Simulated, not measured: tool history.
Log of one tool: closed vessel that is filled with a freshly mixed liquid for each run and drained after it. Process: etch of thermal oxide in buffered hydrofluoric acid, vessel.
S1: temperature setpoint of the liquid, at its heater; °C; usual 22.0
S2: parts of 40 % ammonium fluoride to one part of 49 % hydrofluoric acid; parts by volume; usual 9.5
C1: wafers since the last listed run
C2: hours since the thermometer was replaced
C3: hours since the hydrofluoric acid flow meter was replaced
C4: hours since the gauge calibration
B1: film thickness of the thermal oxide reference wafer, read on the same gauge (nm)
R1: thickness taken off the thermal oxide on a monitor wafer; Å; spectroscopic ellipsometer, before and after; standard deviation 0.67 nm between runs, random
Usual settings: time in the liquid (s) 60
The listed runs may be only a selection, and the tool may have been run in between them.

{"run": 1, "hour": 0.0, "S1": 22.0, "S2": 9.5, "time in the liquid (s)": 60, "C1": 0, "C2": 728.2, "C3": 792.6, "C4": 1079.2, "B1": 79.98, "R1": 756.5}
{"run": 2, "hour": 70.2, "S1": 22.0, "S2": 9.5, "time in the liquid (s)": 60, "C1": 7198, "C2": 798.4, "C3": 862.8, "C4": 1149.4, "B1": 80.01, "R1": 766.4}
{"run": 3, "hour": 136.2, "S1": 22.0, "S2": 9.5, "time in the liquid (s)": 60, "C1": 6767, "C2": 864.4, "C3": 928.8, "C4": 1215.4, "B1": 80.02, "R1": 765.9}
{"run": 4, "hour": 200.8, "S1": 22.0, "S2": 9.5, "time in the liquid (s)": 60, "C1": 6624, "C2": 929.0, "C3": 993.4, "C4": 1280.0, "B1": 80.0, "R1": 760.6}
{"hour": 220.5, "done": "thermometer replaced"}
{"run": 5, "hour": 240.5, "S1": 22.0, "S2": 9.5, "time in the liquid (s)": 60, "C1": 3968, "C2": 20.0, "C3": 1033.1, "C4": 1319.7, "B1": 80.0, "R1": 697.6}
{"run": 6, "hour": 284.5, "S1": 22.0, "S2": 11.5, "time in the liquid (s)": 60, "C1": 4511, "C2": 64.0, "C3": 1077.1, "C4": 1363.7, "B1": 79.99, "R1": 581.5}
{"run": 7, "hour": 314.7, "S1": 22.0, "S2": 11.5, "time in the liquid (s)": 60, "C1": 3096, "C2": 94.2, "C3": 1107.3, "C4": 1393.9, "B1": 79.97, "R1": 591.8}
{"run": 8, "hour": 363.4, "S1": 22.0, "S2": 9.5, "time in the liquid (s)": 70, "C1": 4993, "C2": 142.9, "C3": 1156.0, "C4": 1442.6, "B1": 80.04, "R1": 816.9}
{"run": 9, "hour": 431.7, "S1": 22.0, "S2": 9.5, "time in the liquid (s)": 70, "C1": 7003, "C2": 211.2, "C3": 1224.3, "C4": 1510.9, "B1": 80.0, "R1": 839.6}
{"run": 10, "hour": 460.3, "S1": 22.0, "S2": 11.5, "time in the liquid (s)": 70, "C1": 2932, "C2": 239.8, "C3": 1252.9, "C4": 1539.5, "B1": 80.01, "R1": 708.1}
{"run": 11, "hour": 489.2, "S1": 22.0, "S2": 11.5, "time in the liquid (s)": 70, "C1": 2963, "C2": 268.7, "C3": 1281.8, "C4": 1568.4, "B1": 80.01, "R1": 710.6}
{"hour": 506.8, "done": "hydrofluoric acid flow meter replaced"}
{"hour": 569.7, "done": "gauge calibrated"}
{"run": 12, "hour": 661.5, "S1": 22.0, "S2": 9.5, "time in the liquid (s)": 60, "C1": 17564, "C2": 441.0, "C3": 154.7, "C4": 91.8, "B1": 79.99, "R1": 741.1}
{"run": 13, "hour": 721.9, "S1": 22.0, "S2": 9.5, "time in the liquid (s)": 60, "C1": 6193, "C2": 501.4, "C3": 215.1, "C4": 152.2, "B1": 79.98, "R1": 746.8}
{"run": 14, "hour": 780.4, "S1": 22.0, "S2": 9.5, "time in the liquid (s)": 60, "C1": 5998, "C2": 559.9, "C3": 273.6, "C4": 210.7, "B1": 80.0, "R1": 747.2}
{"run": 15, "hour": 838.5, "S1": 22.0, "S2": 9.5, "time in the liquid (s)": 60, "C1": 5957, "C2": 618.0, "C3": 331.7, "C4": 268.8, "B1": 80.0, "R1": 743.5}
{"run": 16, "hour": 901.9, "S1": 17.0, "S2": 6.0, "time in the liquid (s)": 35, "C1": 6500, "C2": 681.4, "C3": 395.1, "C4": 332.2, "B1": 79.98, "R1": 527.4}
{"run": 17, "hour": 972.2, "S1": 24.5, "S2": 9.5, "time in the liquid (s)": 85, "C1": 7208, "C2": 751.7, "C3": 465.4, "C4": 402.5, "B1": 80.0, "R1": 1255.9}
{"run": 18, "hour": 1034.1, "S1": 19.5, "S2": 9.5, "time in the liquid (s)": 60, "C1": 6347, "C2": 813.6, "C3": 527.3, "C4": 464.4, "B1": 79.98, "R1": 676.4}
{"run": 19, "hour": 1093.3, "S1": 22.0, "S2": 9.5, "time in the liquid (s)": 60, "C1": 6070, "C2": 872.8, "C3": 586.5, "C4": 523.6, "B1": 79.98, "R1": 776.2}
{"run": 20, "hour": 1118.6, "S1": 22.0, "S2": 11.5, "time in the liquid (s)": 60, "C1": 2594, "C2": 898.1, "C3": 611.8, "C4": 548.9, "B1": 79.99, "R1": 672.2}
{"hour": 1143.9, "done": "thermometer replaced"}
{"run": 21, "hour": 1195.5, "S1": 17.5, "S2": 7.0, "time in the liquid (s)": 80, "C1": 7782, "C2": 51.6, "C3": 688.7, "C4": 625.8, "B1": 79.98, "R1": 958.5}
{"run": 22, "hour": 1220.5, "S1": 25.5, "S2": 5.5, "time in the liquid (s)": 70, "C1": 2563, "C2": 76.6, "C3": 713.7, "C4": 650.8, "B1": 80.0, "R1": 1657.3}
{"run": 23, "hour": 1268.9, "S1": 22.0, "S2": 12.0, "time in the liquid (s)": 70, "C1": 4962, "C2": 125.0, "C3": 762.1, "C4": 699.2, "B1": 79.99, "R1": 677.1}
{"run": 24, "hour": 1318.2, "S1": 20.5, "S2": 7.0, "time in the liquid (s)": 60, "C1": 5055, "C2": 174.3, "C3": 811.4, "C4": 748.5, "B1": 80.0, "R1": 887.1}
{"run": 25, "hour": 1379.4, "S1": 22.0, "S2": 9.5, "time in the liquid (s)": 60, "C1": 6275, "C2": 235.5, "C3": 872.6, "C4": 809.7, "B1": 80.0, "R1": 717.7}
{"run": 26, "hour": 1449.7, "S1": 20.5, "S2": 13.5, "time in the liquid (s)": 60, "C1": 7208, "C2": 305.8, "C3": 942.9, "C4": 880.0, "B1": 79.99, "R1": 477.2}
{"run": 27, "hour": 1500.5, "S1": 23.5, "S2": 11.0, "time in the liquid (s)": 80, "C1": 5208, "C2": 356.6, "C3": 993.7, "C4": 930.8, "B1": 79.96, "R1": 918.9}
{"run": 28, "hour": 1535.7, "S1": 23.5, "S2": 9.5, "time in the liquid (s)": 60, "C1": 3609, "C2": 391.8, "C3": 1028.9, "C4": 966.0, "B1": 80.0, "R1": 790.0}
{"run": 29, "hour": 1586.4, "S1": 22.0, "S2": 9.5, "time in the liquid (s)": 75, "C1": 5198, "C2": 442.5, "C3": 1079.6, "C4": 1016.7, "B1": 80.01, "R1": 905.4}
{"run": 30, "hour": 1619.3, "S1": 22.0, "S2": 12.5, "time in the liquid (s)": 80, "C1": 3373, "C2": 475.4, "C3": 1112.5, "C4": 1049.6, "B1": 79.99, "R1": 768.5}

Predict each of these 5 candidate next runs independently; none follows another, all start after run 30:
{"run": "A", "hour": 1620.0, "S1": 22.0, "S2": 9.5, "time in the liquid (s)": 60, "C1": 71, "C2": 476.1, "C3": 1113.2, "C4": 1050.3, "B1": "?", "R1": "?"}
{"run": "B", "hour": 1620.0, "S1": 18.5, "S2": 9.5, "time in the liquid (s)": 60, "C1": 71, "C2": 476.1, "C3": 1113.2, "C4": 1050.3, "B1": "?", "R1": "?"}
{"run": "C", "hour": 1620.0, "S1": 20.0, "S2": 9.5, "time in the liquid (s)": 60, "C1": 71, "C2": 476.1, "C3": 1113.2, "C4": 1050.3, "B1": "?", "R1": "?"}
{"run": "D", "hour": 1620.0, "S1": 22.0, "S2": 11.0, "time in the liquid (s)": 60, "C1": 71, "C2": 476.1, "C3": 1113.2, "C4": 1050.3, "B1": "?", "R1": "?"}
{"run": "E", "hour": 1620.0, "S1": 22.0, "S2": 7.5, "time in the liquid (s)": 35, "C1": 71, "C2": 476.1, "C3": 1113.2, "C4": 1050.3, "B1": "?", "R1": "?"}

run=A B1=79.99 R1=736.8
run=B B1=79.99 R1=606.9
run=C B1=79.99 R1=659.9
run=D B1=79.99 R1=650.1
run=E B1=79.99 R1=541.8
With no hidden state in the tool, these same runs would have given:
run=A R1=687.5
run=B R1=565.3
run=C R1=615.1
run=D R1=606.6
run=E R1=505.5

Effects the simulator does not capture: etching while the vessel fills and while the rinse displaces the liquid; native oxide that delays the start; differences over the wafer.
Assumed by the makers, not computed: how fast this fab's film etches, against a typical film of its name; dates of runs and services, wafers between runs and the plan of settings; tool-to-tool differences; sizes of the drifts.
